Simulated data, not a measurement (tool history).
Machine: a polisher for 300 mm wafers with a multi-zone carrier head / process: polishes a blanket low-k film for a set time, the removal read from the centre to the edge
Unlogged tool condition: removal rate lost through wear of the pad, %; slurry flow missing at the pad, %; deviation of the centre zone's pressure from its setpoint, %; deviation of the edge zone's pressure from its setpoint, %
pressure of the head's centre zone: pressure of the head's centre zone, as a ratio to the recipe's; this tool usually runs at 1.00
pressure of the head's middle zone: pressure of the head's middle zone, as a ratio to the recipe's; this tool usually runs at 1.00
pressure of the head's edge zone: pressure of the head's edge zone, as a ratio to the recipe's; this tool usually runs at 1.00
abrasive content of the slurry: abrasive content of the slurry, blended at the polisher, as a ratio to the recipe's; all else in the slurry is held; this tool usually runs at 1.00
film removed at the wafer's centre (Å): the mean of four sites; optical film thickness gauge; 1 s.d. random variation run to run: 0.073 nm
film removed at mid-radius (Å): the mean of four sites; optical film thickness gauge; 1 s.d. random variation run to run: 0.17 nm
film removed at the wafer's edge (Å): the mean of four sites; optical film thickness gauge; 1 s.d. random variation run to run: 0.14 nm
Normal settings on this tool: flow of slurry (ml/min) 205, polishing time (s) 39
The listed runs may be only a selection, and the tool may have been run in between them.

run    hour  flow of slurry (ml/min)  pressure of the head's centre zone  pressure of the head's middle zone  pressure of the head's edge zone  abrasive content of the slurry  polishing time (s)  wafers since the last listed run  wafers polished on this pad  hours since the slurry nozzle was cleaned  hours since the centre zone pressure was calibrated  hours since the edge zone pressure was calibrated  hours since the carrier head's membrane was replaced  incoming thickness of the incoming film, nm  film removed at the wafer's centre (Å)  film removed at mid-radius (Å)  film removed at the wafer's edge (Å)
  1     0.0                      205                                0.91                                1.00                              1.00                            1.00                  39                                 0                            4                                      287.7                                                 43.9                                             1062.1                                                1007.0                                        711.3                                     104                             115                                   116
       41.6  -- slurry nozzle cleaned
  2    54.0                      205                                1.00                                1.00                              1.00                            1.00                  39                               468                          472                                       12.4                                                 97.9                                             1116.1                                                1061.0                                        695.2                                     109                             118                                   119
  3   121.0                      205                                1.00                                1.00                              1.00                            1.00                  39                               591                         1064                                       79.4                                                164.9                                             1183.1                                                1128.0                                        692.1                                     109                             116                                   115
  4   180.2                      205                                1.00                                1.00                              1.00                            1.00                  39                               522                         1587                                      138.6                                                224.1                                             1242.3                                                1187.2                                        699.8                                     108                             116                                   114
      196.6  -- edge zone pressure recalibrated
  5   206.9                      205                                1.00                                1.00                              1.00                            1.00                  39                               218                         1805                                      165.3                                                250.8                                               10.3                                                1213.9                                        699.1                                     107                             114                                   114
  6   257.1                      205                                1.00                                1.09                              1.00                            1.00                  39                               443                         2248                                      215.5                                                301.0                                               60.5                                                1264.1                                        700.8                                     107                             124                                   116
      267.0  -- worn pad replaced by a new one
  7   281.3                      205                                1.00                                1.09                              1.00                            1.00                  39                               178                          126                                      239.7                                                325.2                                               84.7                                                1288.3                                        700.3                                     105                             126                                   117
      336.9  -- slurry nozzle cleaned
  8   337.8                      205                                1.00                                1.00                              1.08                            1.00                  25                               490                          616                                        0.9                                                381.7                                              141.2                                                1344.8                                        704.6                                      68                              74                                    77
  9   403.6                      205                                1.10                                0.95                              1.00                            1.10                  39                               581                         1197                                       66.7                                                447.5                                              207.0                                                1410.6                                        696.2                                     119                             118                                   124
 10   445.9                      250                                1.04                                1.00                              1.00                            1.00                  39                               373                         1571                                      109.0                                                489.8                                              249.3                                                1452.9                                        695.6                                     111                             117                                   119
 11   470.1                      205                                0.91                                1.00                              1.00                            1.00                  39                               213                         1785                                      133.2                                                514.0                                              273.5                                                1477.1                                        704.4                                      99                             114                                   112
      521.5  -- worn pad replaced by a new one
      581.4  -- carrier head's membrane replaced by a new one
 12   581.9                      205                                1.00                                0.94                              1.00                            1.00                  28                               907                          489                                      245.0                                                625.8                                              385.3                                                   0.5                                        708.0                                      75                              78                                    85
 13   608.8                      205                                1.00                                1.11                              1.00                            1.00                  39                               237                          726                                      271.9                                                652.7                                              412.2                                                  27.4                                        712.2                                     105                             129                                   119
 14   658.4                      145                                1.00                                0.88                              0.90                            1.15                  39                               438                         1164                                      321.5                                                702.3                                              461.8                                                  77.0                                        694.2                                     107                             106                                   113
      713.0  -- slurry nozzle cleaned
 15   728.7                      205                                1.11                                1.00                              1.00                            1.00                  39                               612                         1776                                       15.7                                                772.6                                              532.1                                                 147.3                                        693.8                                     113                             116                                   116
      762.1  -- centre zone pressure recalibrated
 16   778.7                      205                                1.00                                0.89                              1.00                            1.00                  39                               423                         2200                                       65.7                                                 16.6                                              582.1                                                 197.3                                        693.8                                     112                             108                                   117
 17   839.4                      150                                1.07                                1.00                              1.00                            1.15                  45                               536                         2736                                      126.4                                                 77.3                                              642.8                                                 258.0                                        698.5                                     135                             136                                   140
      848.5  -- worn pad replaced by a new one
 18   877.1                      205                                0.91                                1.00                              1.00                            1.00                  39                               297                          252                                      164.1                                                115.0                                              680.5                                                 295.7                                        692.2                                     102                             116                                   116
 19   936.8                      205                                0.92                                1.00                              1.00                            1.00                  33                               527                          779                                      223.8                                                174.7                                              740.2                                                 355.4                                        701.9                                      87                              99                                    98
 20   987.8                      235                                1.00                                1.00                              1.12                            1.00                  39                               450                         1229                                      274.8                                                225.7                                              791.2                                                 406.4                                        694.7                                     111                             118                                   124
     1048.0  -- slurry nozzle cleaned
 21  1050.1                      205                                1.00                                1.11                              1.00                            1.00                  39                               541                         1771                                        2.1                                                288.0                                              853.5                                                 468.7                                        700.3                                     107                             124                                   117
 22  1121.7                      205                                1.00                                1.00                              1.00                            1.00                  39                               632                         2403                                       73.7                                                359.6                                              925.1                                                 540.3                                        691.5                                     106                             118                                   117

What if the next run were any one of these 3? Each begins from the tool's condition after run 22:
  A  1122.1                      205                                1.00                                1.00                              1.00                            1.00                  39                                 3                         2407                                       74.1                                                360.0                                              925.5                                                 540.7                                        710.6                                       ?                               ?                                     ?
  B  1122.1                      180                                1.00                                1.00                              1.00                            1.00                  31                                 3                         2407                                       74.1                                                360.0                                              925.5                                                 540.7                                        710.6                                       ?                               ?                                     ?
  C  1122.1                      205                                1.00                                1.00                              1.00                            1.10                  39                                 3                         2407                                       74.1                                                360.0                                              925.5                                                 540.7                                        710.6                                       ?                               ?                                     ?

run  film removed at the wafer's centre (Å)  film removed at mid-radius (Å)  film removed at the wafer's edge (Å)
  A                                     107                             114                                   119
  B                                      83                              88                                    93
  C                                     113                             120                                   126
Had the tool no hidden state, the same runs would have come out as:
run  film removed at the wafer's centre (Å)  film removed at mid-radius (Å)  film removed at the wafer's edge (Å)
  A                                     112                             114                                   119
  B                                      87                              88                                    93
  C                                     119                             120                                   126
